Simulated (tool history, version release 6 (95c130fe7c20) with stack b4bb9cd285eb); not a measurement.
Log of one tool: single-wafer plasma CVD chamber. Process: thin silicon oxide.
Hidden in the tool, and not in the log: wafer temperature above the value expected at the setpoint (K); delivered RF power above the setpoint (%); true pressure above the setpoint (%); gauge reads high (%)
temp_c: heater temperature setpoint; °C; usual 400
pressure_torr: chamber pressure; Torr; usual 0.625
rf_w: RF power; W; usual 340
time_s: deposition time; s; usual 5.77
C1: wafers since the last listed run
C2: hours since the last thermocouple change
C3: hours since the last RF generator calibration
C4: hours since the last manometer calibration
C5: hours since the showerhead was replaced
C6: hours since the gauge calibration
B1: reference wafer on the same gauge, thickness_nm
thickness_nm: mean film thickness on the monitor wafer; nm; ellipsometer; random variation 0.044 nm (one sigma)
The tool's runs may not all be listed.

run 1 day=0.000 | temp_c=400 pressure_torr=0.587 rf_w=340 time_s=4.91 | C1=0 C2=863.5 C3=2261.6 C4=972.0 C5=6281.4 C6=427.3 | B1=10.635 | thickness_nm=7.175
run 2 day=0.779 | temp_c=400 pressure_torr=0.533 rf_w=340 time_s=5.77 | C1=361 C2=882.2 C3=2280.3 C4=990.7 C5=6300.1 C6=446.0 | B1=10.634 | thickness_nm=7.718
run 3 day=1.579 | temp_c=400 pressure_torr=0.533 rf_w=340 time_s=5.77 | C1=370 C2=901.4 C3=2299.5 C4=1009.9 C5=6319.3 C6=465.2 | B1=10.648 | thickness_nm=7.648
run 4 day=2.762 | temp_c=400 pressure_torr=0.625 rf_w=340 time_s=5.77 | C1=548 C2=929.8 C3=2327.9 C4=1038.3 C5=6347.7 C6=493.6 | B1=10.652 | thickness_nm=8.971
run 5 day=3.692 | temp_c=400 pressure_torr=0.625 rf_w=340 time_s=5.77 | C1=430 C2=952.1 C3=2350.2 C4=1060.6 C5=6370.0 C6=515.9 | B1=10.647 | thickness_nm=8.968
run 6 day=5.162 | temp_c=400 pressure_torr=0.625 rf_w=340 time_s=5.77 | C1=681 C2=987.4 C3=2385.5 C4=1095.9 C5=6405.3 C6=551.2 | B1=10.638 | thickness_nm=8.979
-- day=5.792 gauge calibrated
run 7 day=6.196 | temp_c=400 pressure_torr=0.625 rf_w=340 time_s=5.77 | C1=479 C2=1012.2 C3=2410.3 C4=1120.7 C5=6430.1 C6=9.7 | B1=10.644 | thickness_nm=8.914
run 8 day=6.858 | temp_c=400 pressure_torr=0.625 rf_w=340 time_s=5.77 | C1=307 C2=1028.1 C3=2426.2 C4=1136.6 C5=6446.0 C6=25.6 | B1=10.640 | thickness_nm=8.964
run 9 day=8.008 | temp_c=400 pressure_torr=0.625 rf_w=340 time_s=5.77 | C1=533 C2=1055.7 C3=2453.8 C4=1164.2 C5=6473.6 C6=53.2 | B1=10.630 | thickness_nm=8.951
run 10 day=9.050 | temp_c=400 pressure_torr=0.625 rf_w=340 time_s=5.77 | C1=482 C2=1080.7 C3=2478.8 C4=1189.2 C5=6498.6 C6=78.2 | B1=10.637 | thickness_nm=8.883
run 11 day=10.008 | temp_c=390 pressure_torr=0.625 rf_w=340 time_s=5.77 | C1=444 C2=1103.7 C3=2501.8 C4=1212.2 C5=6521.6 C6=101.2 | B1=10.641 | thickness_nm=9.013
run 12 day=10.688 | temp_c=400 pressure_torr=0.522 rf_w=320 time_s=5.21 | C1=314 C2=1120.0 C3=2518.1 C4=1228.5 C5=6537.9 C6=117.5 | B1=10.643 | thickness_nm=6.508
run 13 day=11.450 | temp_c=406 pressure_torr=0.625 rf_w=365 time_s=6.12 | C1=353 C2=1138.3 C3=2536.4 C4=1246.8 C5=6556.2 C6=135.8 | B1=10.635 | thickness_nm=9.799
-- day=11.925 capacitance manometer re-zeroed and calibrated
run 14 day=12.379 | temp_c=400 pressure_torr=0.519 rf_w=340 time_s=5.77 | C1=276 C2=1160.6 C3=2558.7 C4=10.9 C5=6578.5 C6=158.1 | B1=10.632 | thickness_nm=8.145
-- day=12.954 thermocouple changed; heater temperature recalibrated
run 15 day=13.400 | temp_c=408 pressure_torr=0.625 rf_w=310 time_s=5.77 | C1=318 C2=10.7 C3=2583.2 C4=35.4 C5=6603.0 C6=182.6 | B1=10.636 | thickness_nm=8.996
-- day=14.567 RF generator calibrated
run 16 day=14.588 | temp_c=400 pressure_torr=0.625 rf_w=375 time_s=5.77 | C1=396 C2=39.2 C3=0.5 C4=63.9 C5=6631.5 C6=211.1 | B1=10.641 | thickness_nm=10.199
run 17 day=15.454 | temp_c=400 pressure_torr=0.533 rf_w=340 time_s=5.77 | C1=401 C2=60.0 C3=21.3 C4=84.7 C5=6652.3 C6=231.9 | B1=10.640 | thickness_nm=8.346
-- day=16.062 showerhead replaced
run 18 day=16.217 | temp_c=400 pressure_torr=0.625 rf_w=340 time_s=5.77 | C1=198 C2=78.3 C3=39.6 C4=103.0 C5=3.7 C6=250.2 | B1=10.636 | thickness_nm=9.516
run 19 day=17.150 | temp_c=412 pressure_torr=0.625 rf_w=340 time_s=5.77 | C1=432 C2=100.7 C3=62.0 C4=125.4 C5=26.1 C6=272.6 | B1=10.637 | thickness_nm=9.547
run 20 day=18.354 | temp_c=400 pressure_torr=0.550 rf_w=340 time_s=5.77 | C1=558 C2=129.6 C3=90.9 C4=154.3 C5=55.0 C6=301.5 | B1=10.631 | thickness_nm=8.525
-- day=18.946 capacitance manometer re-zeroed and calibrated, repeated, since the last time left the tool worse
run 21 day=21.942 | temp_c=400 pressure_torr=0.625 rf_w=340 time_s=5.77 | C1=1508 C2=215.7 C3=177.0 C4=71.9 C5=141.1 C6=387.6 | B1=10.628 | thickness_nm=9.120
run 22 day=22.979 | temp_c=400 pressure_torr=0.625 rf_w=340 time_s=5.77 | C1=481 C2=240.6 C3=201.9 C4=96.8 C5=166.0 C6=412.5 | B1=10.644 | thickness_nm=9.117
run 23 day=23.871 | temp_c=393 pressure_torr=0.625 rf_w=315 time_s=6.25 | C1=413 C2=262.0 C3=223.3 C4=118.2 C5=187.4 C6=433.9 | B1=10.662 | thickness_nm=9.491
run 24 day=25.171 | temp_c=400 pressure_torr=0.625 rf_w=340 time_s=5.77 | C1=602 C2=293.2 C3=254.5 C4=149.4 C5=218.6 C6=465.1 | B1=10.635 | thickness_nm=9.094
run 25 day=25.875 | temp_c=391 pressure_torr=0.526 rf_w=365 time_s=5.04 | C1=326 C2=310.1 C3=271.4 C4=166.3 C5=235.5 C6=482.0 | B1=10.643 | thickness_nm=7.064
run 26 day=26.521 | temp_c=395 pressure_torr=0.625 rf_w=340 time_s=6.43 | C1=299 C2=325.6 C3=286.9 C4=181.8 C5=251.0 C6=497.5 | B1=10.649 | thickness_nm=10.240
-- day=26.904 gauge calibrated
run 27 day=27.083 | temp_c=388 pressure_torr=0.625 rf_w=405 time_s=4.91 | C1=260 C2=339.1 C3=300.4 C4=195.3 C5=264.5 C6=4.3 | B1=10.626 | thickness_nm=8.573
run 28 day=27.725 | temp_c=400 pressure_torr=0.558 rf_w=390 time_s=4.71 | C1=297 C2=354.5 C3=315.8 C4=210.7 C5=279.9 C6=19.7 | B1=10.650 | thickness_nm=7.264
run 29 day=29.100 | temp_c=410 pressure_torr=0.625 rf_w=340 time_s=6.89 | C1=637 C2=387.5 C3=348.8 C4=243.7 C5=312.9 C6=52.7 | B1=10.655 | thickness_nm=10.794

How the hidden state differs across the entries between the runs, from the last listed run before each to the first after it:
Between runs 6 and 7: gauge calibrated (day 5.792)
  true pressure above the setpoint (%): -2.45 -> -2.51
  measured less the result without the state, thickness_nm: -0.213 -> -0.217 nm
Between runs 13 and 14: capacitance manometer re-zeroed and calibrated (day 11.925)
  true pressure above the setpoint (%): -2.85 -> 5.59
  measured less the result without the state, thickness_nm: -0.271 -> +0.425 nm
Between runs 14 and 15: thermocouple changed; heater temperature recalibrated (day 12.954)
  true pressure above the setpoint (%): 5.59 -> 5.53
  measured less the result without the state, thickness_nm: +0.425 -> +0.448 nm
Between runs 15 and 16: RF generator calibrated (day 14.567)
  true pressure above the setpoint (%): 5.53 -> 5.45
  measured less the result without the state, thickness_nm: +0.448 -> +0.501 nm
Between runs 17 and 18: showerhead replaced (day 16.062)
  true pressure above the setpoint (%): 5.4 -> 5.35
  measured less the result without the state, thickness_nm: +0.421 -> +0.460 nm
Between runs 20 and 21: capacitance manometer re-zeroed and calibrated, repeated, since the last time left the tool worse (day 18.946)
  true pressure above the setpoint (%): 5.21 -> -0.332
  measured less the result without the state, thickness_nm: +0.411 -> -0.029 nm
Between runs 26 and 27: gauge calibrated (day 26.904)
  true pressure above the setpoint (%): -0.623 -> -0.659
  measured less the result without the state, thickness_nm: -0.061 -> -0.053 nm
